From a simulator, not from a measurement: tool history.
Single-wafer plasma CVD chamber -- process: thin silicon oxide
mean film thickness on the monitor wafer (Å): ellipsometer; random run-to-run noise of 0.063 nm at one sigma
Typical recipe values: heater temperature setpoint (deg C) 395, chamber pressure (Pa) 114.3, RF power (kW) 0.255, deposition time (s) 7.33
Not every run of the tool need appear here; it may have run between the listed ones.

run    hour  heater temperature setpoint (deg C)  chamber pressure (Pa)  RF power (kW)  deposition time (s)  wafers since the last listed run  hours since the last thermocouple change  hours since the last RF generator calibration  hours since the last manometer calibration  hours since the showerhead was replaced  hours since the gauge calibration  read-back reference wafer on the same gauge, thickness_nm  mean film thickness on the monitor wafer (Å)
  1     0.0                                  395                  114.3          0.255                 7.33                                 0                                    2282.8                                         2117.5                                      1835.1                                   5980.7                             1132.1                                                     15.044                                        132.74
       55.3  -- capacitance manometer re-zeroed and calibrated
  2    69.9                                  395                  114.3          0.255                 7.33                              1278                                    2352.7                                         2187.4                                        14.6                                   6050.6                             1202.0                                                     15.051                                        134.04
  3   169.7                                  395                  114.3          0.245                 7.33                              2060                                    2452.5                                         2287.2                                       114.4                                   6150.4                             1301.8                                                     15.077                                        132.40
  4   232.8                                  395                  114.3          0.255                 7.33                              1302                                    2515.6                                         2350.3                                       177.5                                   6213.5                             1364.9                                                     15.092                                        132.64
      320.6  -- thermocouple changed; heater temperature recalibrated
      332.7  -- RF generator calibrated
  5   333.2                                  395                  114.3          0.230                 7.33                              1742                                      12.6                                            0.5                                       277.9                                   6313.9                             1465.3                                                     15.120                                        129.70
  6   409.1                                  395                  114.3          0.230                 7.33                              1567                                      88.5                                           76.4                                       353.8                                   6389.8                             1541.2                                                     15.133                                        129.21
  7   458.4                                  395                  106.8          0.255                 7.33                              1017                                     137.8                                          125.7                                       403.1                                   6439.1                             1590.5                                                     15.146                                        127.93
  8   526.4                                  395                  106.8          0.255                 7.33                              1404                                     205.8                                          193.7                                       471.1                                   6507.1                             1658.5                                                     15.157                                        129.47
  9   570.2                                  395                  114.3          0.270                 6.96                               904                                     249.6                                          237.5                                       514.9                                   6550.9                             1702.3                                                     15.170                                        130.72
 10   630.8                                  386                  137.6          0.255                 6.73                              1251                                     310.2                                          298.1                                       575.5                                   6611.5                             1762.9                                                     15.200                                        142.59
 11   675.7                                  395                  114.3          0.275                 7.33                               927                                     355.1                                          343.0                                       620.4                                   6656.4                             1807.8                                                     15.187                                        137.70
      727.3  -- gauge calibrated
 12   750.8                                  408                  114.3          0.305                 6.55                              1550                                     430.2                                          418.1                                       695.5                                   6731.5                               23.5                                                     14.755                                        123.02
 13   829.9                                  395                  133.9          0.255                 6.65                              1633                                     509.3                                          497.2                                       774.6                                   6810.6                              102.6                                                     14.779                                        133.61
 14   934.3                                  395                  114.3          0.255                 7.33                              2155                                     613.7                                          601.6                                       879.0                                   6915.0                              207.0                                                     14.807                                        131.07
 15   994.4                                  405                  114.3          0.280                 7.33                              1240                                     673.8                                          661.7                                       939.1                                   6975.1                              267.1                                                     14.825                                        136.29
 16  1043.1                                  395                   98.9          0.255                 7.33                              1005                                     722.5                                          710.4                                       987.8                                   7023.8                              315.8                                                     14.832                                        118.76
     1089.2  -- showerhead replaced
 17  1092.7                                  395                  114.3          0.255                 7.33                               858                                     772.1                                          760.0                                      1037.4                                      3.5                              365.4                                                     14.828                                        131.87
 18  1200.7                                  395                  122.0          0.215                 7.33                              2230                                     880.1                                          868.0                                      1145.4                                    111.5                              473.4                                                     14.871                                        130.51
 19  1284.6                                  395                  106.8          0.255                 7.33                              1732                                     964.0                                          951.9                                      1229.3                                    195.4                              557.3                                                     14.889                                        127.60
 20  1356.1                                  395                  142.1          0.280                 7.33                              1476                                    1035.5                                         1023.4                                      1300.8                                    266.9                              628.8                                                     14.894                                        157.21
 21  1405.3                                  395                  114.3          0.255                 7.33                              1015                                    1084.7                                         1072.6                                      1350.0                                    316.1                              678.0                                                     14.912                                        131.64
 22  1443.3                                  407                  114.3          0.255                 7.33                               784                                    1122.7                                         1110.6                                      1388.0                                    354.1                              716.0                                                     14.909                                        131.21
 23  1503.3                                  386                  140.5          0.295                 6.41                              1238                                    1182.7                                         1170.6                                      1448.0                                    414.1                              776.0                                                     14.924                                        139.61
 24  1600.4                                  395                  114.3          0.255                 7.33                              2004                                    1279.8                                         1267.7                                      1545.1                                    511.2                              873.1                                                     14.950                                        134.25
 25  1691.1                                  390                  123.6          0.280                 8.78                              1872                                    1370.5                                         1358.4                                      1635.8                                    601.9                              963.8                                                     14.987                                        173.91
 26  1775.5                                  384                   87.6          0.255                 6.34                              1742                                    1454.9                                         1442.8                                      1720.2                                    686.3                             1048.2                                                     14.990                                         95.85
 27  1881.6                                  395                   95.1          0.210                 7.33                              2190                                    1561.0                                         1548.9                                      1826.3                                    792.4                             1154.3                                                     15.013                                        109.06
 28  1963.4                                  400                  114.3          0.255                 6.54                              1689                                    1642.8                                         1630.7                                      1908.1                                    874.2                             1236.1                                                     15.033                                        117.89

4 options for the next run, each taken on its own from the tool as it stands now. Forecast them:
  A  1963.8                                  395                  114.3          0.255                 7.33                                 8                                    1643.2                                         1631.1                                      1908.5                                    874.6                             1236.5                                                          ?                                             ?
  B  1963.8                                  395                  114.3          0.300                 7.33                                 8                                    1643.2                                         1631.1                                      1908.5                                    874.6                             1236.5                                                          ?                                             ?
  C  1963.8                                  380                  114.3          0.280                 7.79                                 8                                    1643.2                                         1631.1                                      1908.5                                    874.6                             1236.5                                                          ?                                             ?
  D  1963.8                                  395                  114.3          0.305                 8.55                                 8                                    1643.2                                         1631.1                                      1908.5                                    874.6                             1236.5                                                          ?                                             ?

run  read-back reference wafer on the same gauge, thickness_nm  mean film thickness on the monitor wafer (Å)
  A                                                     15.029                                        133.24
  B                                                     15.029                                        140.66
  C                                                     15.029                                        147.78
  D                                                     15.029                                        164.91
The same runs, with their run-to-run variation unchanged, on a tool lacking any hidden condition would have given:
run  mean film thickness on the monitor wafer (Å)
  A                                        131.21
  B                                        138.52
  C                                        145.53
  D                                        162.40
